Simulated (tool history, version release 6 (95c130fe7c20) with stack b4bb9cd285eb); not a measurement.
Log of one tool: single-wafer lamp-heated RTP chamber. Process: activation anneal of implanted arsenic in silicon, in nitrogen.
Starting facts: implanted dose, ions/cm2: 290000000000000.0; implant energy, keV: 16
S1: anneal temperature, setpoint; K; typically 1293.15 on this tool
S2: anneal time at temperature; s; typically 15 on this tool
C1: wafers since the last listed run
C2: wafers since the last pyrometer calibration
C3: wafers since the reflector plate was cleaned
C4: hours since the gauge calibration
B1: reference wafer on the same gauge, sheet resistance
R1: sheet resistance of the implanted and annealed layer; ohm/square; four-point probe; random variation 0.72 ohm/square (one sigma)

run 1 hour=0 | S1=1293.15 S2=15 | C1=0 C2=673 C3=9432 C4=356.5 | B1=347.71 | R1=323.08
run 2 hour=6.2 | S1=1293.15 S2=15 | C1=77 C2=750 C3=9509 C4=362.7 | B1=348.23 | R1=322.11
run 3 hour=21.5 | S1=1293.15 S2=12 | C1=190 C2=940 C3=9700 C4=378 | B1=348.36 | R1=325.58
run 4 hour=30.4 | S1=1293.15 S2=12 | C1=110 C2=1051 C3=9810 C4=386.9 | B1=347.84 | R1=325.02
run 5 hour=44.2 | S1=1293.15 S2=12 | C1=171 C2=1223 C3=9982 C4=400.7 | B1=348.31 | R1=326.1
run 6 hour=62 | S1=1293.15 S2=15 | C1=221 C2=1444 C3=10203 C4=418.5 | B1=347.94 | R1=323.38
run 7 hour=73.7 | S1=1293.15 S2=15 | C1=145 C2=1589 C3=10349 C4=430.2 | B1=348.1 | R1=322.32
-- hour=95.1 pyrometer window cleaned and pyrometer calibrated
run 8 hour=117.2 | S1=1293.15 S2=15 | C1=441 C2=275 C3=10790 C4=473.7 | B1=347.95 | R1=324.15
-- hour=125.3 reflector plate cleaned
run 9 hour=132.1 | S1=1293.15 S2=15 | C1=85 C2=361 C3=84 C4=488.6 | B1=348.07 | R1=322.64
run 10 hour=143.9 | S1=1293.15 S2=15 | C1=146 C2=507 C3=231 C4=500.4 | B1=348.37 | R1=323.41
run 11 hour=151.7 | S1=1272.15 S2=15 | C1=96 C2=604 C3=328 C4=508.2 | B1=347.75 | R1=325.52
run 12 hour=158.7 | S1=1272.15 S2=15 | C1=87 C2=691 C3=415 C4=515.2 | B1=348.03 | R1=325.67
run 13 hour=165.6 | S1=1272.15 S2=15 | C1=85 C2=777 C3=501 C4=522.1 | B1=348.37 | R1=325.96
run 14 hour=171.9 | S1=1293.15 S2=18 | C1=78 C2=855 C3=579 C4=528.4 | B1=347.81 | R1=321.78
-- hour=175.6 gauge calibrated
run 15 hour=183.3 | S1=1293.15 S2=18 | C1=141 C2=997 C3=721 C4=7.7 | B1=348.29 | R1=321.59
run 16 hour=192.7 | S1=1266.15 S2=19 | C1=116 C2=1114 C3=838 C4=17.1 | B1=347.76 | R1=324.79
run 17 hour=210.3 | S1=1316.15 S2=15 | C1=218 C2=1333 C3=1057 C4=34.7 | B1=347.9 | R1=318.85
run 18 hour=226.4 | S1=1285.15 S2=11 | C1=200 C2=1533 C3=1257 C4=50.8 | B1=348.13 | R1=324.73
-- hour=236.5 pyrometer window cleaned and pyrometer calibrated
run 19 hour=241.2 | S1=1293.15 S2=24 | C1=84 C2=58 C3=1341 C4=65.6 | B1=347.7 | R1=318.64
run 20 hour=253.3 | S1=1293.15 S2=15 | C1=150 C2=209 C3=1492 C4=77.7 | B1=348.32 | R1=323.26
run 21 hour=270.4 | S1=1307.15 S2=6 | C1=212 C2=421 C3=1704 C4=94.8 | B1=347.97 | R1=327.04
run 22 hour=288.4 | S1=1293.15 S2=15 | C1=223 C2=645 C3=1928 C4=112.8 | B1=348.35 | R1=323.52
run 23 hour=297.9 | S1=1293.15 S2=15 | C1=118 C2=763 C3=2046 C4=122.3 | B1=347.84 | R1=323.93
run 24 hour=315.7 | S1=1309.15 S2=9 | C1=221 C2=984 C3=2268 C4=140.1 | B1=348.05 | R1=322.9
run 25 hour=322.4 | S1=1293.15 S2=15 | C1=83 C2=1068 C3=2351 C4=146.8 | B1=347.96 | R1=322.67
run 26 hour=331.6 | S1=1271.15 S2=10 | C1=114 C2=1182 C3=2465 C4=156 | B1=347.67 | R1=327.3
run 27 hour=341.2 | S1=1293.15 S2=22 | C1=119 C2=1301 C3=2585 C4=165.6 | B1=347.96 | R1=320.12
run 28 hour=353.8 | S1=1309.15 S2=12 | C1=156 C2=1458 C3=2741 C4=178.2 | B1=347.53 | R1=322.89
run 29 hour=370.1 | S1=1309.15 S2=15 | C1=202 C2=1661 C3=2944 C4=194.5 | B1=348.06 | R1=320.58
-- hour=388 pyrometer window cleaned and pyrometer calibrated
run 30 hour=388.5 | S1=1279.15 S2=7 | C1=129 C2=6 C3=3073 C4=212.9 | B1=348.32 | R1=327.95
run 31 hour=392.1 | S1=1266.15 S2=8 | C1=44 C2=51 C3=3118 C4=216.5 | B1=347.72 | R1=329.61
run 32 hour=413 | S1=1270.15 S2=13 | C1=259 C2=311 C3=3378 C4=237.4 | B1=348.26 | R1=326.91
run 33 hour=421.9 | S1=1293.15 S2=12 | C1=110 C2=421 C3=3488 C4=246.3 | B1=348.08 | R1=324.43
run 34 hour=437.9 | S1=1293.15 S2=15 | C1=198 C2=620 C3=3687 C4=262.3 | B1=347.52 | R1=322.67
run 35 hour=449 | S1=1284.15 S2=11 | C1=137 C2=758 C3=3825 C4=273.4 | B1=348.14 | R1=326.81
run 36 hour=457 | S1=1312.15 S2=10 | C1=99 C2=858 C3=3925 C4=281.4 | B1=348.16 | R1=322.36
run 37 hour=473.7 | S1=1293.15 S2=15 | C1=207 C2=1065 C3=4132 C4=298.1 | B1=347.7 | R1=322.91
run 38 hour=480.7 | S1=1293.15 S2=15 | C1=87 C2=1152 C3=4219 C4=305.1 | B1=347.8 | R1=323.34

Each row is a separate what-if for the run after 38, all from the same tool condition, not one after another. Results?
run A hour=481.1 | S1=1301.15 S2=15 | C1=4 C2=1157 C3=4224 C4=305.5 | B1=? | R1=?
run B hour=481.1 | S1=1302.15 S2=8 | C1=4 C2=1157 C3=4224 C4=305.5 | B1=? | R1=?
run C hour=481.1 | S1=1320.15 S2=15 | C1=4 C2=1157 C3=4224 C4=305.5 | B1=? | R1=?

run=A B1=347.77 R1=322.12
run=B B1=347.77 R1=325.61
run=C B1=347.77 R1=319.04
Without the tool's hidden state the same runs would have given:
run=A R1=322.12
run=B R1=325.61
run=C R1=319.04

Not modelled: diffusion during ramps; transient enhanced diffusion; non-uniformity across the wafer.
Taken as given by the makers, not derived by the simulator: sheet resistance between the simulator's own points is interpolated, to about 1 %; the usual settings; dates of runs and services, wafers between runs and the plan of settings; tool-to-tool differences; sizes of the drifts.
